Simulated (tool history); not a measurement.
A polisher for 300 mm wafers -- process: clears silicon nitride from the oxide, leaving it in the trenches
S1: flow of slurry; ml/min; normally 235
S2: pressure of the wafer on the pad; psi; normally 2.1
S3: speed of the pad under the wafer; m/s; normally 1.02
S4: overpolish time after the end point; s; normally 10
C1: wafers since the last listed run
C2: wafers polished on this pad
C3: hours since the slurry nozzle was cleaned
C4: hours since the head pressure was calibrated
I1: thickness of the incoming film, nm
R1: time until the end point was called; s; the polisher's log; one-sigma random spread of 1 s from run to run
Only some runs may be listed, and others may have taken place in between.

| run | hour | S1 | S2 | S3 | S4 | C1 | C2 | C3 | C4 | I1 | R1 |
|---|---|---|---|---|---|---|---|---|---|---|---|
| 1 | 0 | 235 | 2.1 | 0.9 | 7 | 0 | 3081 | 110.6 | 548 | 55.6 | 78.8 |
| 2 | 84.5 | 235 | 2.1 | 0.9 | 7 | 950 | 4031 | 195.1 | 632.5 | 56 | 79.7 |
|  | 88.8 | worn pad replaced by a new one |
| 3 | 156 | 235 | 2.1 | 1.02 | 10 | 759 | 755 | 266.6 | 704 | 54.8 | 71 |
| 4 | 235.1 | 235 | 2.1 | 1.02 | 10 | 889 | 1645 | 345.7 | 783.1 | 54.8 | 73.4 |
| 5 | 329.2 | 235 | 2.1 | 1.02 | 10 | 1058 | 2703 | 439.8 | 877.2 | 54.5 | 68.9 |
|  | 346.9 | slurry nozzle cleaned |
| 6 | 374.4 | 235 | 2.1 | 1.02 | 10 | 497 | 3200 | 27.5 | 922.4 | 55.6 | 73.1 |
|  | 390.6 | worn pad replaced by a new one |
| 7 | 443.8 | 235 | 2.1 | 1.02 | 10 | 735 | 598 | 96.9 | 991.8 | 54.7 | 70.5 |
| 8 | 535.5 | 235 | 2.1 | 1.02 | 10 | 1031 | 1629 | 188.6 | 1083.5 | 54.9 | 72.9 |
| 9 | 638.9 | 235 | 2.1 | 1.02 | 10 | 1162 | 2792 | 292 | 1186.9 | 55.7 | 72 |
| 10 | 693.3 | 235 | 2.1 | 1.02 | 10 | 611 | 3404 | 346.4 | 1241.3 | 54.5 | 72.5 |
|  | 740.1 | worn pad replaced by a new one |
| 11 | 771.1 | 235 | 2.1 | 1.02 | 10 | 829 | 348 | 424.2 | 1319.1 | 55.4 | 73.1 |
|  | 781.6 | slurry nozzle cleaned |
| 12 | 878 | 235 | 2.1 | 1.02 | 15 | 1190 | 1539 | 96.4 | 1426 | 55.3 | 73.5 |
| 13 | 915.1 | 235 | 1.7 | 1.02 | 13 | 417 | 1956 | 133.5 | 1463.1 | 53.9 | 88.2 |
| 14 | 968.7 | 300 | 1.7 | 1.02 | 10 | 602 | 2559 | 187.1 | 1516.7 | 55.5 | 86.7 |
| 15 | 1025.4 | 235 | 2.1 | 1.02 | 15 | 637 | 3196 | 243.8 | 1573.4 | 54.6 | 71 |
| 16 | 1062.2 | 300 | 1.7 | 1.02 | 10 | 413 | 3610 | 280.6 | 1610.2 | 54.8 | 87.7 |
|  | 1089.1 | head pressure recalibrated |
|  | 1103.7 | worn pad replaced by a new one |
| 17 | 1115.2 | 235 | 1.7 | 1.02 | 10 | 528 | 129 | 333.6 | 26.1 | 55.4 | 92.2 |
| 18 | 1152.5 | 235 | 2.1 | 1.02 | 10 | 419 | 549 | 370.9 | 63.4 | 55 | 73.1 |
|  | 1155.5 | slurry nozzle cleaned |
| 19 | 1230.6 | 235 | 2.1 | 1.02 | 10 | 867 | 1416 | 75.1 | 141.5 | 55.3 | 72.6 |
|  | 1459.7 | worn pad replaced by a new one |
| 20 | 1499.8 | 235 | 1.7 | 0.88 | 15 | 2982 | 451 | 344.3 | 410.7 | 55.8 | 98.4 |
| 21 | 1540.9 | 165 | 2.1 | 1.02 | 14 | 462 | 913 | 385.4 | 451.8 | 54.8 | 73.5 |
|  | 1567.2 | slurry nozzle cleaned |
| 22 | 1631.3 | 185 | 2.6 | 1.02 | 10 | 1005 | 1918 | 64.1 | 542.2 | 55.4 | 60.3 |

What if the next run were any one of these 4? Each begins from the tool's condition after run 22:
| A | 1631.7 | 235 | 2.1 | 1.38 | 10 | 4 | 1923 | 64.5 | 542.6 | 54.6 | ? |
| B | 1631.7 | 170 | 2.1 | 0.7 | 10 | 4 | 1923 | 64.5 | 542.6 | 54.6 | ? |
| C | 1631.7 | 310 | 1.4 | 0.78 | 6 | 4 | 1923 | 64.5 | 542.6 | 54.6 | ? |
| D | 1631.7 | 235 | 2.1 | 1.02 | 16 | 4 | 1923 | 64.5 | 542.6 | 54.6 | ? |

| run | R1 |
|---|---|
| A | 57.7 |
| B | 95.2 |
| C | 126.4 |
| D | 72 |
With the hidden condition removed and each run's random variation left untouched, the same runs would have given:
| run | R1 |
|---|---|
| A | 57.7 |
| B | 95.2 |
| C | 126.4 |
| D | 72 |

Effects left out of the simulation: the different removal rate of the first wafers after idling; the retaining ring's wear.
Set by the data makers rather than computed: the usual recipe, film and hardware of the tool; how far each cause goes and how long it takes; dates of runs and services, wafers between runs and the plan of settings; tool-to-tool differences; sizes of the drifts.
